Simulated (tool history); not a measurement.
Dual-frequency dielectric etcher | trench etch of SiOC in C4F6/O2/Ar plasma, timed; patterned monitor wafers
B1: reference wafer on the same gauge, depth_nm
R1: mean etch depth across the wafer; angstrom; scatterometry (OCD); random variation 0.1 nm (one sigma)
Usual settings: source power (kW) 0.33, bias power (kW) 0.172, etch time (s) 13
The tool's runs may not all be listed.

{"run": 1, "hour": 0.0, "source power (kW)": 0.33, "bias power (kW)": 0.153, "etch time (s)": 13, "B1": 20.19, "R1": 197.1}
{"run": 2, "hour": 98.2, "source power (kW)": 0.33, "bias power (kW)": 0.153, "etch time (s)": 13, "B1": 20.2, "R1": 196.9}
{"run": 3, "hour": 153.4, "source power (kW)": 0.33, "bias power (kW)": 0.153, "etch time (s)": 13, "B1": 20.2, "R1": 198.4}
{"hour": 188.9, "done": "wet clean of the chamber"}
{"run": 4, "hour": 200.5, "source power (kW)": 0.33, "bias power (kW)": 0.172, "etch time (s)": 13, "B1": 20.18, "R1": 199.6}
{"run": 5, "hour": 250.2, "source power (kW)": 0.33, "bias power (kW)": 0.172, "etch time (s)": 13, "B1": 20.19, "R1": 201.2}
{"run": 6, "hour": 348.4, "source power (kW)": 0.33, "bias power (kW)": 0.172, "etch time (s)": 13, "B1": 20.2, "R1": 200.5}
{"run": 7, "hour": 439.8, "source power (kW)": 0.33, "bias power (kW)": 0.188, "etch time (s)": 13, "B1": 20.2, "R1": 205.4}
{"run": 8, "hour": 519.0, "source power (kW)": 0.33, "bias power (kW)": 0.172, "etch time (s)": 12, "B1": 20.19, "R1": 185.9}
{"hour": 590.2, "done": "source power generator calibrated"}
{"run": 9, "hour": 604.4, "source power (kW)": 0.33, "bias power (kW)": 0.172, "etch time (s)": 12, "B1": 20.2, "R1": 186.5}
{"run": 10, "hour": 702.4, "source power (kW)": 0.33, "bias power (kW)": 0.172, "etch time (s)": 12, "B1": 20.21, "R1": 189.2}
{"hour": 776.7, "done": "wet clean of the chamber"}
{"run": 11, "hour": 777.2, "source power (kW)": 0.33, "bias power (kW)": 0.172, "etch time (s)": 13, "B1": 20.2, "R1": 198.6}
{"run": 12, "hour": 800.6, "source power (kW)": 0.33, "bias power (kW)": 0.172, "etch time (s)": 13, "B1": 20.19, "R1": 200.3}
{"run": 13, "hour": 868.5, "source power (kW)": 0.33, "bias power (kW)": 0.172, "etch time (s)": 13, "B1": 20.2, "R1": 199.5}
{"run": 14, "hour": 923.4, "source power (kW)": 0.33, "bias power (kW)": 0.172, "etch time (s)": 13, "B1": 20.2, "R1": 200.2}
{"run": 15, "hour": 1024.5, "source power (kW)": 0.33, "bias power (kW)": 0.172, "etch time (s)": 12, "B1": 20.19, "R1": 185.5}
{"run": 16, "hour": 1116.2, "source power (kW)": 0.33, "bias power (kW)": 0.148, "etch time (s)": 15, "B1": 20.23, "R1": 223.7}
{"hour": 1135.8, "done": "bias power generator calibrated"}
{"run": 17, "hour": 1175.7, "source power (kW)": 0.33, "bias power (kW)": 0.134, "etch time (s)": 12, "B1": 20.19, "R1": 175.9}
{"hour": 1214.1, "done": "upper electrode replaced, of another model than before"}
{"run": 18, "hour": 1214.6, "source power (kW)": 0.33, "bias power (kW)": 0.172, "etch time (s)": 13, "B1": 20.22, "R1": 205.1}
{"run": 19, "hour": 1261.1, "source power (kW)": 0.33, "bias power (kW)": 0.172, "etch time (s)": 13, "B1": 20.21, "R1": 203}
{"run": 20, "hour": 1341.4, "source power (kW)": 0.28, "bias power (kW)": 0.172, "etch time (s)": 13, "B1": 20.18, "R1": 195}
{"run": 21, "hour": 1405.1, "source power (kW)": 0.33, "bias power (kW)": 0.172, "etch time (s)": 13, "B1": 20.18, "R1": 204.6}
{"hour": 1446.5, "done": "wet clean of the chamber"}
{"run": 22, "hour": 1482.5, "source power (kW)": 0.33, "bias power (kW)": 0.145, "etch time (s)": 10.5, "B1": 20.21, "R1": 158.2}
{"hour": 1496.9, "done": "gauge calibrated"}
{"run": 23, "hour": 1569.2, "source power (kW)": 0.33, "bias power (kW)": 0.142, "etch time (s)": 14.5, "B1": 20.19, "R1": 220}
{"run": 24, "hour": 1671.8, "source power (kW)": 0.33, "bias power (kW)": 0.172, "etch time (s)": 13, "B1": 20.21, "R1": 203.9}
{"run": 25, "hour": 1747.8, "source power (kW)": 0.27, "bias power (kW)": 0.152, "etch time (s)": 13, "B1": 20.19, "R1": 187.2}
{"run": 26, "hour": 1813.4, "source power (kW)": 0.33, "bias power (kW)": 0.172, "etch time (s)": 13, "B1": 20.2, "R1": 201.4}
{"run": 27, "hour": 1899.1, "source power (kW)": 0.33, "bias power (kW)": 0.157, "etch time (s)": 9.5, "B1": 20.2, "R1": 147}
{"run": 28, "hour": 1935.1, "source power (kW)": 0.31, "bias power (kW)": 0.139, "etch time (s)": 10, "B1": 20.21, "R1": 149.6}

5 ways to go on from here, each from the tool as it stands after run 28. What would each give?
{"run": "A", "hour": 1935.5, "source power (kW)": 0.33, "bias power (kW)": 0.172, "etch time (s)": 15, "B1": "?", "R1": "?"}
{"run": "B", "hour": 1935.5, "source power (kW)": 0.31, "bias power (kW)": 0.172, "etch time (s)": 15, "B1": "?", "R1": "?"}
{"run": "C", "hour": 1935.5, "source power (kW)": 0.36, "bias power (kW)": 0.172, "etch time (s)": 13, "B1": "?", "R1": "?"}
{"run": "D", "hour": 1935.5, "source power (kW)": 0.29, "bias power (kW)": 0.172, "etch time (s)": 9.5, "B1": "?", "R1": "?"}
{"run": "E", "hour": 1935.5, "source power (kW)": 0.29, "bias power (kW)": 0.211, "etch time (s)": 9, "B1": "?", "R1": "?"}

run=A B1=20.2 R1=234.1
run=B B1=20.2 R1=229.9
run=C B1=20.2 R1=208.2
run=D B1=20.2 R1=142.8
run=E B1=20.2 R1=139.5
Without the tool's hidden state the same runs would have given:
run=A R1=230.5
run=B R1=226.3
run=C R1=205.1
run=D R1=140.6
run=E R1=137.4

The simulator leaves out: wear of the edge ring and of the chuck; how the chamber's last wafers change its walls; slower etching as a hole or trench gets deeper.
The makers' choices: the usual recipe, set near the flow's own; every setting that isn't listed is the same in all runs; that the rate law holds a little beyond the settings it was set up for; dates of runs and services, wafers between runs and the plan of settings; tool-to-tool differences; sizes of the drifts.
